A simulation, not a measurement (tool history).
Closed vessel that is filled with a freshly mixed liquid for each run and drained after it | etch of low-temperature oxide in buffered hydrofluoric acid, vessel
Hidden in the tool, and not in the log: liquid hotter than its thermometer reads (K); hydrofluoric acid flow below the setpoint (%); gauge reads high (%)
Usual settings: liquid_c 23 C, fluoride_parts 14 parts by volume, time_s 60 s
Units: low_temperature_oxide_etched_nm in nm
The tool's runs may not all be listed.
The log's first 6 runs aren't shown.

run    hour  liquid_c  fluoride_parts  time_s  wafers since the last listed run  hours since the thermometer was replaced  hours since the hydrofluoric acid flow meter was replaced  hours since the gauge calibration  read-back film thickness of the low-temperature oxide reference wafer, read on the same gauge (nm)  low_temperature_oxide_etched_nm
  7   355.2        23              14      45                              4083                                     747.3                                                      613.5                              749.4                                                                                                  30                           161.01
  8   396.9        23              14      45                              3008                                       789                                                      655.2                              791.1                                                                                                  30                           162.12
  9   451.6        23              14      60                              3946                                     843.7                                                      709.9                              845.8                                                                                               29.98                           214.62
      476.2  -- hydrofluoric acid flow meter replaced
 10   490.2        23              14      60                              2712                                     882.3                                                         14                              884.4                                                                                               30.01                           217.07
 11   528.1        23              14      60                              2734                                     920.2                                                       51.9                              922.3                                                                                                  30                           214.66
 12     633        23              14      60                              7568                                    1025.1                                                      156.8                             1027.2                                                                                               30.01                           217.06
 13     694        23              14      60                              4401                                    1086.1                                                      217.8                             1088.2                                                                                               29.98                           215.98
      717.4  -- gauge calibrated
 14   754.2        23              14      60                              4343                                    1146.3                                                        278                               36.8                                                                                               30.01                           217.37
 15   854.9        25              14      60                              7265                                      1247                                                      378.7                              137.5                                                                                               29.98                           244.64
 16   904.2        23              14      75                              3557                                    1296.3                                                        428                              186.8                                                                                               30.03                           271.55
      912.6  -- thermometer replaced
 17  1002.3        23              14      60                              7006                                      89.7                                                      526.1                              284.9                                                                                                  30                           207.27
 18  1061.4        23            17.5      60                              4264                                     148.8                                                      585.2                                344                                                                                               29.98                           168.49
     1125.3  -- hydrofluoric acid flow meter replaced
 19  1154.8        23              14      90                              6666                                     242.2                                                       29.5                              437.4                                                                                               30.02                           314.27
 20  1211.4        23              12      85                              4083                                     298.8                                                       86.1                                494                                                                                               29.97                           343.71
 21    1313      19.5              14      60                              7330                                     400.4                                                      187.7                              595.6                                                                                               30.03                           174.87
 22    1419        19              14      35                              7648                                     506.4                                                      293.7                              701.6                                                                                               29.99                            97.75
 23  1520.7        23              14      80                              7337                                     608.1                                                      395.4                              803.3                                                                                               29.98                           284.42
 24  1626.4        23            11.5      95                              7626                                     713.8                                                      501.1                                909                                                                                               29.98                           407.62
 25  1684.9        25            12.5      95                              4220                                     772.3                                                      559.6                              967.5                                                                                               30.03                           421.57
 26  1730.8      21.5              14      50                              3311                                     818.2                                                      605.5                             1013.4                                                                                                  30                           164.85
       1801  -- gauge calibrated
 27  1823.7        23              19      60                              6702                                     911.1                                                      698.4                               22.7                                                                                               29.99                           162.07
       1860  -- hydrofluoric acid flow meter replaced
 28  1863.9        23              14      60                              2828                                     951.3                                                        3.9                               62.9                                                                                                  30                           215.79
 29  1940.1        23            16.5      80                              5498                                    1027.5                                                       80.1                              139.1                                                                                                  30                           247.24
 30  1991.6        23              14      60                              3715                                      1079                                                      131.6                              190.6                                                                                               30.04                           213.81
 31  2040.1      19.5              14      85                              3499                                    1127.5                                                      180.1                              239.1                                                                                                  30                           254.87

4 ways to go on from here, each from the tool as it stands after run 31. What would each give?
  A  2040.8      24.5              14      60                                50                                    1128.2                                                      180.8                              239.8                                                                                                   ?                                ?
  B  2040.8        26              14      60                                50                                    1128.2                                                      180.8                              239.8                                                                                                   ?                                ?
  C  2040.8        23            12.5      60                                50                                    1128.2                                                      180.8                              239.8                                                                                                   ?                                ?
  D  2040.8      19.5              18      60                                50                                    1128.2                                                      180.8                              239.8                                                                                                   ?                                ?

run  read-back film thickness of the low-temperature oxide reference wafer, read on the same gauge (nm)  low_temperature_oxide_etched_nm
  A                                                                                               29.99                           234.22
  B                                                                                               29.99                           253.94
  C                                                                                               29.99                           241.22
  D                                                                                               29.99                           138.88
Without the tool's hidden state the same runs would have given:
run  low_temperature_oxide_etched_nm
  A                           224.27
  B                           243.25
  C                           230.87
  D                           132.78
